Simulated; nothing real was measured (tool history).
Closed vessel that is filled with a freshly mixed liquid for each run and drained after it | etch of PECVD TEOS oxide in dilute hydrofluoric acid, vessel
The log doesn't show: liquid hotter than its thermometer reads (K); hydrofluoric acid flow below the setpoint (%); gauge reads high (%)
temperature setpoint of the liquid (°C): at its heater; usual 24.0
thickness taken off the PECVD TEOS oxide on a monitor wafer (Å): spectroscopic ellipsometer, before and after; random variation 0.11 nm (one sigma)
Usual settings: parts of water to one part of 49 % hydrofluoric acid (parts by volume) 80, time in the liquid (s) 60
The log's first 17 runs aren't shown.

| run | hour | temperature setpoint of the liquid (°C) | parts of water to one part of 49 % hydrofluoric acid (parts by volume) | time in the liquid (s) | wafers since the last listed run | hours since the thermometer was replaced | hours since the hydrofluoric acid flow meter was replaced | hours since the gauge calibration | read-back film thickness of the PECVD TEOS oxide reference wafer, read on the same gauge (nm) | thickness taken off the PECVD TEOS oxide on a monitor wafer (Å) |
|---|---|---|---|---|---|---|---|---|---|---|
| 18 | 754.5 | 21.0 | 80 | 50 | 5769 | 827.2 | 1232.0 | 1727.5 | 69.99 | 106.9 |
|  | 772.0 | gauge calibrated |
| 19 | 888.7 | 22.5 | 115 | 45 | 11157 | 961.4 | 1366.2 | 116.7 | 70.06 | 68.3 |
| 20 | 951.3 | 22.0 | 45 | 75 | 5204 | 1024.0 | 1428.8 | 179.3 | 70.00 | 312.8 |
| 21 | 989.9 | 24.0 | 55 | 35 | 3209 | 1062.6 | 1467.4 | 217.9 | 70.03 | 130.2 |
| 22 | 1041.3 | 24.0 | 80 | 80 | 4273 | 1114.0 | 1518.8 | 269.3 | 69.98 | 197.1 |
| 23 | 1090.6 | 27.5 | 105 | 70 | 4098 | 1163.3 | 1568.1 | 318.6 | 69.98 | 146.6 |
|  | 1092.6 | thermometer replaced |
| 24 | 1154.1 | 24.0 | 80 | 85 | 5196 | 61.5 | 1631.6 | 382.1 | 69.97 | 194.2 |
|  | 1180.3 | hydrofluoric acid flow meter replaced |
| 25 | 1212.8 | 27.0 | 55 | 60 | 4797 | 120.2 | 32.5 | 440.8 | 70.00 | 233.8 |
| 26 | 1280.3 | 28.0 | 55 | 70 | 5611 | 187.7 | 100.0 | 508.3 | 69.94 | 285.6 |
| 27 | 1316.2 | 24.0 | 80 | 60 | 2984 | 223.6 | 135.9 | 544.2 | 69.94 | 138.0 |
| 28 | 1352.0 | 19.0 | 55 | 50 | 2976 | 259.4 | 171.7 | 580.0 | 69.99 | 142.5 |
| 29 | 1420.3 | 25.5 | 100 | 35 | 5678 | 327.7 | 240.0 | 648.3 | 70.03 | 67.8 |
| 30 | 1463.9 | 19.5 | 50 | 80 | 3624 | 371.3 | 283.6 | 691.9 | 69.95 | 253.9 |
| 31 | 1522.1 | 24.0 | 45 | 85 | 4838 | 429.5 | 341.8 | 750.1 | 70.01 | 371.2 |
| 32 | 1710.1 | 24.0 | 80 | 60 | 15629 | 617.5 | 529.8 | 938.1 | 69.97 | 144.5 |
| 33 | 1749.4 | 24.0 | 80 | 60 | 3267 | 656.8 | 569.1 | 977.4 | 69.98 | 144.1 |

Forecast each of these 4 alternatives for the next run:
| A | 1750.1 | 24.0 | 40 | 60 | 58 | 657.5 | 569.8 | 978.1 | ? | ? |
| B | 1750.1 | 21.0 | 55 | 35 | 58 | 657.5 | 569.8 | 978.1 | ? | ? |
| C | 1750.1 | 28.5 | 115 | 75 | 58 | 657.5 | 569.8 | 978.1 | ? | ? |
| D | 1750.1 | 20.0 | 45 | 50 | 58 | 657.5 | 569.8 | 978.1 | ? | ? |

| run | read-back film thickness of the PECVD TEOS oxide reference wafer, read on the same gauge (nm) | thickness taken off the PECVD TEOS oxide on a monitor wafer (Å) |
|---|---|---|
| A | 70.02 | 303.8 |
| B | 70.02 | 111.6 |
| C | 70.02 | 142.0 |
| D | 70.02 | 189.2 |
Without the tool's hidden state the same runs would have given:
| run | thickness taken off the PECVD TEOS oxide on a monitor wafer (Å) |
|---|---|
| A | 289.7 |
| B | 106.4 |
| C | 136.1 |
| D | 180.2 |
